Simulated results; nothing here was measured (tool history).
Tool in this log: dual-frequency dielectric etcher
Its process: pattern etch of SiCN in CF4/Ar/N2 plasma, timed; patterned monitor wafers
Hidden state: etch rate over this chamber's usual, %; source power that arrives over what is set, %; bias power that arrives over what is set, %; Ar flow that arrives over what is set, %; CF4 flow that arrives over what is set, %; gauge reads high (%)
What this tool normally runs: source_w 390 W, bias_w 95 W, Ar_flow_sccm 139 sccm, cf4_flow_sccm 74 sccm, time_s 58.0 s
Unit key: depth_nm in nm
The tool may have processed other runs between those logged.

| run | hour | source_w | bias_w | Ar_flow_sccm | cf4_flow_sccm | time_s | wafers since the last listed run | hours since the last wet clean | hours since the last source power generator calibration | hours since the last bias power generator calibration | hours since the last Ar flow controller change | hours since the last CF4 flow controller change | hours since the last upper electrode change | hours since the gauge calibration | read-back reference wafer on the same gauge, depth_nm | depth_nm |
|---|---|---|---|---|---|---|---|---|---|---|---|---|---|---|---|---|
| 1 | 0.0 | 390 | 95 | 139 | 74 | 58.0 | 0 | 50.6 | 2909.4 | 2521.5 | 4535.9 | 2219.7 | 5340.1 | 195.6 | 49.39 | 44.35 |
|  | 19.6 | Ar flow controller replaced |
| 2 | 20.1 | 390 | 95 | 139 | 74 | 58.0 | 98 | 70.7 | 2929.5 | 2541.6 | 0.5 | 2239.8 | 5360.2 | 215.7 | 49.21 | 44.07 |
| 3 | 30.4 | 460 | 95 | 124 | 74 | 41.5 | 71 | 81.0 | 2939.8 | 2551.9 | 10.8 | 2250.1 | 5370.5 | 226.0 | 49.31 | 36.68 |
| 4 | 48.3 | 390 | 95 | 124 | 74 | 58.0 | 124 | 98.9 | 2957.7 | 2569.8 | 28.7 | 2268.0 | 5388.4 | 243.9 | 49.33 | 44.73 |
| 5 | 57.0 | 390 | 95 | 139 | 74 | 58.0 | 60 | 107.6 | 2966.4 | 2578.5 | 37.4 | 2276.7 | 5397.1 | 252.6 | 49.20 | 43.97 |
|  | 75.9 | CF4 flow controller replaced |
| 6 | 89.1 | 390 | 95 | 139 | 74 | 58.0 | 182 | 139.7 | 2998.5 | 2610.6 | 69.5 | 13.2 | 5429.2 | 284.7 | 49.27 | 43.71 |
| 7 | 97.0 | 390 | 95 | 160 | 74 | 58.0 | 55 | 147.6 | 3006.4 | 2618.5 | 77.4 | 21.1 | 5437.1 | 292.6 | 49.30 | 42.96 |
| 8 | 109.9 | 390 | 95 | 139 | 74 | 58.0 | 90 | 160.5 | 3019.3 | 2631.4 | 90.3 | 34.0 | 5450.0 | 305.5 | 49.28 | 43.52 |
| 9 | 117.7 | 390 | 95 | 139 | 62 | 68.0 | 54 | 168.3 | 3027.1 | 2639.2 | 98.1 | 41.8 | 5457.8 | 313.3 | 49.28 | 49.67 |
|  | 135.3 | bias power generator calibrated |
| 10 | 135.8 | 390 | 95 | 139 | 74 | 58.0 | 98 | 186.4 | 3045.2 | 0.5 | 116.2 | 59.9 | 5475.9 | 331.4 | 49.23 | 43.57 |
|  | 150.2 | source power generator calibrated |
| 11 | 150.7 | 390 | 88 | 139 | 74 | 71.0 | 76 | 201.3 | 0.5 | 15.4 | 131.1 | 74.8 | 5490.8 | 346.3 | 49.33 | 52.03 |
| 12 | 159.4 | 390 | 95 | 160 | 74 | 58.0 | 60 | 210.0 | 9.2 | 24.1 | 139.8 | 83.5 | 5499.5 | 355.0 | 49.32 | 42.10 |
|  | 177.5 | gauge calibrated |
|  | 185.1 | upper electrode replaced |
| 13 | 185.6 | 390 | 95 | 139 | 85 | 58.0 | 15 | 236.2 | 35.4 | 50.3 | 166.0 | 109.7 | 0.5 | 8.1 | 49.34 | 44.66 |
| 14 | 185.9 | 390 | 95 | 151 | 74 | 42.5 | 2 | 236.5 | 35.7 | 50.6 | 166.3 | 110.0 | 0.8 | 8.4 | 49.29 | 31.22 |
| 15 | 195.9 | 390 | 117 | 128 | 65 | 62.5 | 69 | 246.5 | 45.7 | 60.6 | 176.3 | 120.0 | 10.8 | 18.4 | 49.32 | 49.30 |
| 16 | 208.5 | 390 | 95 | 168 | 74 | 58.0 | 87 | 259.1 | 58.3 | 73.2 | 188.9 | 132.6 | 23.4 | 31.0 | 49.31 | 42.24 |
| 17 | 215.1 | 390 | 95 | 106 | 74 | 43.0 | 46 | 265.7 | 64.9 | 79.8 | 195.5 | 139.2 | 30.0 | 37.6 | 49.33 | 33.48 |
| 18 | 232.5 | 390 | 95 | 139 | 74 | 71.0 | 121 | 283.1 | 82.3 | 97.2 | 212.9 | 156.6 | 47.4 | 55.0 | 49.35 | 52.78 |
| 19 | 282.9 | 460 | 105 | 104 | 74 | 75.0 | 351 | 333.5 | 132.7 | 147.6 | 263.3 | 207.0 | 97.8 | 105.4 | 49.29 | 68.23 |
| 20 | 296.6 | 390 | 95 | 139 | 74 | 58.0 | 95 | 347.2 | 146.4 | 161.3 | 277.0 | 220.7 | 111.5 | 119.1 | 49.25 | 42.82 |
| 21 | 302.6 | 390 | 95 | 173 | 74 | 58.0 | 41 | 353.2 | 152.4 | 167.3 | 283.0 | 226.7 | 117.5 | 125.1 | 49.29 | 41.42 |

Consider 4 possible next runs. They are alternatives, not a sequence: every one starts from the tool as it was left by run 21. What does each give?
| A | 303.0 | 390 | 95 | 139 | 74 | 58.0 | 2 | 353.6 | 152.8 | 167.7 | 283.4 | 227.1 | 117.9 | 125.5 | ? | ? |
| B | 303.0 | 390 | 88 | 170 | 83 | 42.0 | 2 | 353.6 | 152.8 | 167.7 | 283.4 | 227.1 | 117.9 | 125.5 | ? | ? |
| C | 303.0 | 330 | 95 | 139 | 74 | 44.5 | 2 | 353.6 | 152.8 | 167.7 | 283.4 | 227.1 | 117.9 | 125.5 | ? | ? |
| D | 303.0 | 390 | 87 | 139 | 74 | 64.5 | 2 | 353.6 | 152.8 | 167.7 | 283.4 | 227.1 | 117.9 | 125.5 | ? | ? |

| run | read-back reference wafer on the same gauge, depth_nm | depth_nm |
|---|---|---|
| A | 49.32 | 43.03 |
| B | 49.32 | 30.09 |
| C | 49.32 | 28.72 |
| D | 49.32 | 46.46 |
With no hidden state in the tool, these same runs would have given:
| run | depth_nm |
|---|---|
| A | 44.71 |
| B | 31.27 |
| C | 29.84 |
| D | 48.27 |

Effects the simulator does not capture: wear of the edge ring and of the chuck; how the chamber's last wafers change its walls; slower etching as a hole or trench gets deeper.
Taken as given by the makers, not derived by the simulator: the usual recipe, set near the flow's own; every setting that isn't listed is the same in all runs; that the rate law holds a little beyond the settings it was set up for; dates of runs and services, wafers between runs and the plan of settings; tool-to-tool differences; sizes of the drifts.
